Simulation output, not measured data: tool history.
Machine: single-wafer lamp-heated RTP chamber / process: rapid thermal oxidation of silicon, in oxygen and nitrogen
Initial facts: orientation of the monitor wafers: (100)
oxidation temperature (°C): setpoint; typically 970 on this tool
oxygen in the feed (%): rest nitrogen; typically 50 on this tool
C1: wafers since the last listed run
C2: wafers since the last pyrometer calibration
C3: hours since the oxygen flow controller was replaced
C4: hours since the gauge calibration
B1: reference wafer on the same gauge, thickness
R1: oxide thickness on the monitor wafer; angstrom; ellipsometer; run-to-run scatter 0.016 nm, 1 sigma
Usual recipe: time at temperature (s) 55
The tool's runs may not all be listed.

Run 1, hour 0: usual settings but oxidation temperature (°C) 984; C1 0; C2 4784; C3 1403; C4 877.4; B1 3.907. Result: R1 42.38 angstrom.
Run 2, hour 37.4: usual settings; C1 498; C2 5282; C3 1440.4; C4 914.8; B1 3.911. Result: R1 38.7 angstrom.
Run 3, hour 98.6: usual settings; C1 815; C2 6098; C3 1501.6; C4 976; B1 3.91. Result: R1 38.83 angstrom.
At hour 107.2: pyrometer window cleaned and pyrometer calibrated.
Run 4, hour 168: usual settings; C1 818; C2 810; C3 1571; C4 1045.4; B1 3.902. Result: R1 38.74 angstrom.
Run 5, hour 213.9: usual settings but time at temperature (s) 37, oxygen in the feed (%) 62; C1 611; C2 1422; C3 1616.9; C4 1091.3; B1 3.907. Result: R1 35.59 angstrom.
Run 6, hour 250.9: usual settings; C1 493; C2 1915; C3 1653.9; C4 1128.3; B1 3.907. Result: R1 38.84 angstrom.
Run 7, hour 320: usual settings; C1 921; C2 2836; C3 1723; C4 1197.4; B1 3.917. Result: R1 38.67 angstrom.
Run 8, hour 372.5: usual settings but time at temperature (s) 61, oxygen in the feed (%) 34; C1 699; C2 3536; C3 1775.5; C4 1249.9; B1 3.909. Result: R1 36.34 angstrom.
Run 9, hour 406.5: usual settings but time at temperature (s) 61, oxygen in the feed (%) 34; C1 453; C2 3989; C3 1809.5; C4 1283.9; B1 3.909. Result: R1 36.06 angstrom.
At hour 601.8: pyrometer window cleaned and pyrometer calibrated.
Run 10, hour 602.3: usual settings but time at temperature (s) 75; C1 2503; C2 6; C3 2005.3; C4 1479.7; B1 3.914. Result: R1 43.79 angstrom.
Run 11, hour 759.5: usual settings but oxidation temperature (°C) 992; C1 2095; C2 2101; C3 2162.5; C4 1636.9; B1 3.916. Result: R1 44.59 angstrom.
Run 12, hour 819.1: usual settings but oxidation temperature (°C) 992; C1 794; C2 2896; C3 2222.1; C4 1696.5; B1 3.908. Result: R1 44.75 angstrom.
At hour 826.8: gauge calibrated.
Run 13, hour 997.2: usual settings; C1 2373; C2 5269; C3 2400.2; C4 170.4; B1 3.909. Result: R1 38.52 angstrom.
At hour 1010.6: pyrometer window cleaned and pyrometer calibrated.
Run 14, hour 1069.2: usual settings; C1 853; C2 780; C3 2472.2; C4 242.4; B1 3.913. Result: R1 38.22 angstrom.
Run 15, hour 1118: usual settings; C1 650; C2 1431; C3 2521; C4 291.2; B1 3.911. Result: R1 38.83 angstrom.
Run 16, hour 1185.2: usual settings but oxygen in the feed (%) 65; C1 895; C2 2326; C3 2588.2; C4 358.4; B1 3.912. Result: R1 41.78 angstrom.
Run 17, hour 1243.9: usual settings; C1 782; C2 3109; C3 2646.9; C4 417.1; B1 3.91. Result: R1 38.74 angstrom.
Run 18, hour 1288.5: usual settings but oxidation temperature (°C) 953, oxygen in the feed (%) 32; C1 594; C2 3703; C3 2691.5; C4 461.7; B1 3.914. Result: R1 31.63 angstrom.
At hour 1328.2: oxygen flow controller replaced.
Run 19, hour 1328.7: usual settings but oxidation temperature (°C) 984, oxygen in the feed (%) 28; C1 429; C2 4132; C3 0.5; C4 501.9; B1 3.912. Result: R1 36.01 angstrom.
Run 20, hour 1363.7: usual settings but oxidation temperature (°C) 953, time at temperature (s) 78, oxygen in the feed (%) 41; C1 466; C2 4599; C3 35.5; C4 536.9; B1 3.907. Result: R1 37.48 angstrom.
Run 21, hour 1412.5: usual settings but oxidation temperature (°C) 984, time at temperature (s) 74, oxygen in the feed (%) 25; C1 650; C2 5249; C3 84.3; C4 585.7; B1 3.911. Result: R1 38.8 angstrom.
Run 22, hour 1445.6: usual settings but oxidation temperature (°C) 1000, time at temperature (s) 64, oxygen in the feed (%) 67; C1 441; C2 5690; C3 117.4; C4 618.8; B1 3.912. Result: R1 55.49 angstrom.
At hour 1484: pyrometer window cleaned and pyrometer calibrated.
Run 23, hour 1541.4: usual settings but oxidation temperature (°C) 956, time at temperature (s) 32, oxygen in the feed (%) 68; C1 1170; C2 764; C3 213.2; C4 714.6; B1 3.904. Result: R1 31.83 angstrom.
Run 24, hour 1585.2: usual settings but oxygen in the feed (%) 66; C1 583; C2 1348; C3 257; C4 758.4; B1 3.914. Result: R1 41.47 angstrom.
Run 25, hour 1632.3: usual settings; C1 627; C2 1976; C3 304.1; C4 805.5; B1 3.911. Result: R1 38.55 angstrom.
Run 26, hour 1695.3: usual settings but time at temperature (s) 65, oxygen in the feed (%) 79; C1 839; C2 2815; C3 367.1; C4 868.5; B1 3.908. Result: R1 47.94 angstrom.
Run 27, hour 1763.4: usual settings; C1 907; C2 3723; C3 435.2; C4 936.6; B1 3.912. Result: R1 38.54 angstrom.

Run 28 has not been measured yet. What should we expect?
Run 28, hour 1825.1: usual settings but time at temperature (s) 44, oxygen in the feed (%) 70; C1 822; C2 4545; C3 496.9; C4 998.3; B1 ?. Result: R1 ?.

B1: 3.912
R1: 39.02 angstrom
Had the tool carried no hidden state, the very same run would have given R1 39.02 angstrom.
